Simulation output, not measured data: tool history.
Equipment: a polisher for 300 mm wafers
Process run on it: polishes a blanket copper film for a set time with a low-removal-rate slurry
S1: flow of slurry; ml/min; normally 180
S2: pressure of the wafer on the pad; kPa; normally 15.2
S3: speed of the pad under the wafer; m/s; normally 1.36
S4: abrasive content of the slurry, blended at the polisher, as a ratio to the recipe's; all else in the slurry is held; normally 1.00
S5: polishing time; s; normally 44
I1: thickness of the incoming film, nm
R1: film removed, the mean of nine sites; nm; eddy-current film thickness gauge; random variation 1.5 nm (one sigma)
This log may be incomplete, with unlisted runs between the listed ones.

run 1 hour=0.0 | S1=180 S2=15.2 S3=1.36 S4=1.00 S5=44 | I1=1519.3 | R1=123.6
run 2 hour=12.8 | S1=180 S2=15.2 S3=1.36 S4=1.00 S5=44 | I1=1500.3 | R1=119.6
run 3 hour=23.8 | S1=180 S2=15.2 S3=1.36 S4=1.00 S5=44 | I1=1530.8 | R1=120.7
run 4 hour=35.3 | S1=180 S2=15.2 S3=1.36 S4=1.00 S5=44 | I1=1492.6 | R1=121.6
run 5 hour=43.4 | S1=180 S2=15.2 S3=1.36 S4=1.00 S5=44 | I1=1467.0 | R1=121.3
run 6 hour=58.6 | S1=180 S2=15.2 S3=1.36 S4=1.00 S5=44 | I1=1521.7 | R1=121.0
run 7 hour=66.2 | S1=180 S2=15.2 S3=1.36 S4=1.00 S5=44 | I1=1526.2 | R1=121.4
run 8 hour=83.1 | S1=130 S2=15.2 S3=1.24 S4=1.00 S5=53 | I1=1493.8 | R1=129.5
run 9 hour=91.6 | S1=180 S2=15.2 S3=1.36 S4=1.00 S5=44 | I1=1488.8 | R1=121.4
run 10 hour=109.4 | S1=215 S2=15.2 S3=1.36 S4=1.00 S5=44 | I1=1516.0 | R1=123.3
run 11 hour=120.2 | S1=180 S2=12.4 S3=1.36 S4=0.90 S5=44 | I1=1485.1 | R1=97.6
run 12 hour=132.7 | S1=180 S2=15.2 S3=1.36 S4=1.00 S5=44 | I1=1493.3 | R1=123.6
run 13 hour=148.8 | S1=115 S2=13.1 S3=1.36 S4=0.85 S5=44 | I1=1481.9 | R1=95.8
run 14 hour=159.6 | S1=180 S2=15.2 S3=1.36 S4=1.00 S5=44 | I1=1506.0 | R1=120.4
run 15 hour=174.9 | S1=180 S2=15.2 S3=1.36 S4=1.00 S5=44 | I1=1497.1 | R1=121.5
run 16 hour=192.1 | S1=180 S2=15.2 S3=1.36 S4=1.00 S5=44 | I1=1488.3 | R1=124.3
run 17 hour=209.9 | S1=205 S2=11.0 S3=1.36 S4=0.75 S5=39 | I1=1511.1 | R1=75.5
run 18 hour=216.3 | S1=215 S2=11.7 S3=1.76 S4=1.00 S5=31 | I1=1517.5 | R1=84.2
run 19 hour=224.9 | S1=180 S2=15.2 S3=1.36 S4=1.00 S5=44 | I1=1483.6 | R1=122.8
run 20 hour=237.4 | S1=180 S2=15.2 S3=1.76 S4=1.00 S5=44 | I1=1496.3 | R1=150.2
run 21 hour=254.3 | S1=230 S2=12.4 S3=1.36 S4=0.90 S5=44 | I1=1508.9 | R1=100.1
run 22 hour=270.8 | S1=180 S2=15.2 S3=1.12 S4=1.00 S5=44 | I1=1486.7 | R1=103.4
run 23 hour=291.2 | S1=240 S2=15.2 S3=1.36 S4=1.00 S5=30 | I1=1494.7 | R1=84.7
run 24 hour=299.7 | S1=180 S2=15.2 S3=1.36 S4=0.75 S5=44 | I1=1487.6 | R1=116.5
run 25 hour=314.4 | S1=180 S2=15.2 S3=1.36 S4=1.20 S5=44 | I1=1505.4 | R1=126.0
run 26 hour=331.7 | S1=180 S2=15.2 S3=1.36 S4=1.00 S5=44 | I1=1494.4 | R1=123.3
run 27 hour=345.0 | S1=180 S2=10.3 S3=1.36 S4=1.00 S5=38 | I1=1472.3 | R1=70.9
run 28 hour=351.4 | S1=180 S2=13.1 S3=1.36 S4=1.00 S5=44 | I1=1531.5 | R1=107.4
run 29 hour=372.2 | S1=180 S2=19.3 S3=1.36 S4=1.00 S5=44 | I1=1522.9 | R1=152.8
run 30 hour=383.8 | S1=180 S2=15.2 S3=1.36 S4=1.00 S5=44 | I1=1489.8 | R1=123.4

Taken out of this log: 5 entries between the listed runs. Where each belongs, and how the hidden state differs across it:
Run 4 -> run 5: slurry blender recalibrated (hour 39.1)
  no hidden state differs between the two runs
Run 10 -> run 11: worn pad replaced by a new one (hour 119.7)
  no hidden state differs between the two runs
Run 17 -> run 18: head pressure recalibrated (hour 212.1)
  no hidden state differs between the two runs
Run 21 -> run 22: slurry nozzle cleaned (hour 267.7)
  no hidden state differs between the two runs
Run 22 -> run 23: worn pad replaced by a new one (hour 286.4)
  no hidden state differs between the two runs

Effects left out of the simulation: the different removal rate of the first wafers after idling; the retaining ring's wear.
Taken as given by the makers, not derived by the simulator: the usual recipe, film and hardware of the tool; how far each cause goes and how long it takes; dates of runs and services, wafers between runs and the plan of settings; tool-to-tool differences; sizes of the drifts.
